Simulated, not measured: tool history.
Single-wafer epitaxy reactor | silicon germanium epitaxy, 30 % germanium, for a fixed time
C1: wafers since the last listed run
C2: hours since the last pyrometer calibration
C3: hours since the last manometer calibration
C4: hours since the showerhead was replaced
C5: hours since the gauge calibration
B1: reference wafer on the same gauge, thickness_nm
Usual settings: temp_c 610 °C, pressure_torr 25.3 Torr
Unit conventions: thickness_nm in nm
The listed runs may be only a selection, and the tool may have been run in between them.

{"run": 1, "hour": 0.0, "temp_c": 621, "pressure_torr": 25.3, "C1": 0, "C2": 2345.2, "C3": 1627.7, "C4": 3675.3, "C5": 174.5, "B1": 61.583, "thickness_nm": 96.021}
{"run": 2, "hour": 18.7, "temp_c": 614, "pressure_torr": 25.3, "C1": 285, "C2": 2363.9, "C3": 1646.4, "C4": 3694.0, "C5": 193.2, "B1": 61.599, "thickness_nm": 86.167}
{"run": 3, "hour": 45.7, "temp_c": 614, "pressure_torr": 25.3, "C1": 412, "C2": 2390.9, "C3": 1673.4, "C4": 3721.0, "C5": 220.2, "B1": 61.573, "thickness_nm": 86.268}
{"run": 4, "hour": 137.9, "temp_c": 610, "pressure_torr": 25.3, "C1": 1408, "C2": 2483.1, "C3": 1765.6, "C4": 3813.2, "C5": 312.4, "B1": 61.609, "thickness_nm": 81.52}
{"run": 5, "hour": 158.4, "temp_c": 610, "pressure_torr": 25.3, "C1": 313, "C2": 2503.6, "C3": 1786.1, "C4": 3833.7, "C5": 332.9, "B1": 61.627, "thickness_nm": 81.397}
{"run": 6, "hour": 177.0, "temp_c": 610, "pressure_torr": 25.3, "C1": 284, "C2": 2522.2, "C3": 1804.7, "C4": 3852.3, "C5": 351.5, "B1": 61.617, "thickness_nm": 81.476}
{"run": 7, "hour": 223.0, "temp_c": 610, "pressure_torr": 25.3, "C1": 702, "C2": 2568.2, "C3": 1850.7, "C4": 3898.3, "C5": 397.5, "B1": 61.606, "thickness_nm": 81.796}
{"run": 8, "hour": 250.7, "temp_c": 610, "pressure_torr": 25.3, "C1": 423, "C2": 2595.9, "C3": 1878.4, "C4": 3926.0, "C5": 425.2, "B1": 61.62, "thickness_nm": 81.897}
{"hour": 287.4, "done": "gauge calibrated"}
{"hour": 297.0, "done": "pyrometer calibrated"}
{"hour": 320.8, "done": "showerhead replaced"}
{"hour": 331.7, "done": "capacitance manometer re-zeroed and calibrated"}
{"run": 9, "hour": 340.6, "temp_c": 619, "pressure_torr": 25.3, "C1": 1006, "C2": 43.6, "C3": 8.9, "C4": 19.8, "C5": 53.2, "B1": 61.589, "thickness_nm": 88.692}
{"run": 10, "hour": 360.8, "temp_c": 603, "pressure_torr": 30.5, "C1": 308, "C2": 63.8, "C3": 29.1, "C4": 40.0, "C5": 73.4, "B1": 61.575, "thickness_nm": 73.113}
{"run": 11, "hour": 386.6, "temp_c": 597, "pressure_torr": 20.1, "C1": 393, "C2": 89.6, "C3": 54.9, "C4": 65.8, "C5": 99.2, "B1": 61.592, "thickness_nm": 58.342}
{"run": 12, "hour": 413.3, "temp_c": 610, "pressure_torr": 25.3, "C1": 407, "C2": 116.3, "C3": 81.6, "C4": 92.5, "C5": 125.9, "B1": 61.602, "thickness_nm": 77.114}
{"run": 13, "hour": 434.7, "temp_c": 603, "pressure_torr": 21.2, "C1": 326, "C2": 137.7, "C3": 103.0, "C4": 113.9, "C5": 147.3, "B1": 61.6, "thickness_nm": 65.341}
{"run": 14, "hour": 483.9, "temp_c": 610, "pressure_torr": 30.3, "C1": 751, "C2": 186.9, "C3": 152.2, "C4": 163.1, "C5": 196.5, "B1": 61.591, "thickness_nm": 81.785}
{"run": 15, "hour": 499.4, "temp_c": 610, "pressure_torr": 28.5, "C1": 236, "C2": 202.4, "C3": 167.7, "C4": 178.6, "C5": 212.0, "B1": 61.575, "thickness_nm": 79.968}

Run by run, hidden condition taken away, random variation retained:
The tool's hidden condition here consists of: wafer temperature above the value expected at the setpoint (K); true pressure above the setpoint (%); gauge reads high (%).
run=1 thickness_nm=91.092
run=2 thickness_nm=81.646
run=3 thickness_nm=81.650
run=4 thickness_nm=76.835
run=5 thickness_nm=76.651
run=6 thickness_nm=76.663
run=7 thickness_nm=76.808
run=8 thickness_nm=76.808
run=9 thickness_nm=88.434
run=10 thickness_nm=72.881
run=11 thickness_nm=58.132
run=12 thickness_nm=76.801
run=13 thickness_nm=65.052
run=14 thickness_nm=81.353
run=15 thickness_nm=79.522
